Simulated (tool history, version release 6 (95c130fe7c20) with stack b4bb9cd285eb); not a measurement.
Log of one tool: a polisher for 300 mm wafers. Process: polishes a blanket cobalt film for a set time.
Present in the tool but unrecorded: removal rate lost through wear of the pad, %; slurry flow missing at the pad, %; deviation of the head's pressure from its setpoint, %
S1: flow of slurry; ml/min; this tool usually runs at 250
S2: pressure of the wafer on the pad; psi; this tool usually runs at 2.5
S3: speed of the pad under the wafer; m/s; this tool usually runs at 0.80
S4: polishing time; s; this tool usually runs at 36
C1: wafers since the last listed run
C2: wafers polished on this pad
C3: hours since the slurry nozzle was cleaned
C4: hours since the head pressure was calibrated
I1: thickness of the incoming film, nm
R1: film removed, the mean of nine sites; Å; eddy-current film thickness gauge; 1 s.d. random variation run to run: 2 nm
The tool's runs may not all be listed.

{"run": 1, "hour": 0.0, "S1": 250, "S2": 2.5, "S3": 0.8, "S4": 36, "C1": 0, "C2": 2073, "C3": 112.2, "C4": 558.7, "I1": 1501.6, "R1": 1816}
{"run": 2, "hour": 96.1, "S1": 250, "S2": 2.8, "S3": 0.8, "S4": 36, "C1": 1328, "C2": 3401, "C3": 208.3, "C4": 654.8, "I1": 1513.9, "R1": 1986}
{"run": 3, "hour": 168.1, "S1": 250, "S2": 2.8, "S3": 0.8, "S4": 36, "C1": 995, "C2": 4396, "C3": 280.3, "C4": 726.8, "I1": 1505.8, "R1": 1955}
{"run": 4, "hour": 220.9, "S1": 250, "S2": 2.8, "S3": 0.8, "S4": 36, "C1": 729, "C2": 5126, "C3": 333.1, "C4": 779.6, "I1": 1524.3, "R1": 1984}
{"hour": 227.6, "done": "head pressure recalibrated"}
{"run": 5, "hour": 257.6, "S1": 250, "S2": 2.5, "S3": 0.8, "S4": 36, "C1": 479, "C2": 5606, "C3": 369.8, "C4": 30.0, "I1": 1494.9, "R1": 1772}
{"hour": 266.2, "done": "worn pad replaced by a new one"}
{"run": 6, "hour": 310.6, "S1": 250, "S2": 3.2, "S3": 0.8, "S4": 36, "C1": 677, "C2": 613, "C3": 422.8, "C4": 83.0, "I1": 1529.6, "R1": 2068}
{"hour": 353.4, "done": "slurry nozzle cleaned"}
{"run": 7, "hour": 511.7, "S1": 250, "S2": 3.2, "S3": 0.8, "S4": 36, "C1": 2765, "C2": 3378, "C3": 158.3, "C4": 284.1, "I1": 1500.4, "R1": 2055}
{"hour": 709.3, "done": "worn pad replaced by a new one"}
{"run": 8, "hour": 709.8, "S1": 250, "S2": 3.2, "S3": 0.8, "S4": 36, "C1": 2682, "C2": 6, "C3": 356.4, "C4": 482.2, "I1": 1481.2, "R1": 2114}
{"hour": 806.0, "done": "slurry nozzle cleaned"}
{"run": 9, "hour": 814.2, "S1": 250, "S2": 2.5, "S3": 0.8, "S4": 36, "C1": 1429, "C2": 1436, "C3": 8.2, "C4": 586.6, "I1": 1524.5, "R1": 1875}
{"run": 10, "hour": 919.9, "S1": 250, "S2": 2.5, "S3": 0.8, "S4": 36, "C1": 1460, "C2": 2896, "C3": 113.9, "C4": 692.3, "I1": 1514.0, "R1": 1854}
{"run": 11, "hour": 1005.5, "S1": 250, "S2": 2.5, "S3": 1.0, "S4": 36, "C1": 1183, "C2": 4080, "C3": 199.5, "C4": 777.9, "I1": 1503.8, "R1": 2334}
{"run": 12, "hour": 1066.5, "S1": 250, "S2": 2.5, "S3": 1.0, "S4": 36, "C1": 843, "C2": 4923, "C3": 260.5, "C4": 838.9, "I1": 1507.8, "R1": 2349}
{"hour": 1081.9, "done": "head pressure recalibrated"}
{"run": 13, "hour": 1122.0, "S1": 250, "S2": 2.5, "S3": 0.8, "S4": 36, "C1": 739, "C2": 5662, "C3": 316.0, "C4": 40.1, "I1": 1484.5, "R1": 1745}
{"hour": 1137.5, "done": "worn pad replaced by a new one"}
{"hour": 1202.3, "done": "slurry nozzle cleaned"}
{"run": 14, "hour": 1229.6, "S1": 210, "S2": 2.0, "S3": 0.58, "S4": 32, "C1": 1418, "C2": 1259, "C3": 27.3, "C4": 147.7, "I1": 1516.4, "R1": 970}
{"run": 15, "hour": 1291.1, "S1": 310, "S2": 2.5, "S3": 0.62, "S4": 41, "C1": 850, "C2": 2109, "C3": 88.8, "C4": 209.2, "I1": 1499.7, "R1": 1578}
{"run": 16, "hour": 1375.0, "S1": 325, "S2": 2.5, "S3": 0.8, "S4": 36, "C1": 1159, "C2": 3269, "C3": 172.7, "C4": 293.1, "I1": 1487.5, "R1": 1836}

What will run 17 give?
{"run": 17, "hour": 1454.4, "S1": 210, "S2": 2.3, "S3": 0.7, "S4": 36, "C1": 1097, "C2": 4366, "C3": 252.1, "C4": 372.5, "I1": 1507.3, "R1": "?"}

Run 17 produced R1 1479 Å.
Take away the tool's hidden state, keep the run-to-run variation as it was, and the same run would have given R1 1437 Å.
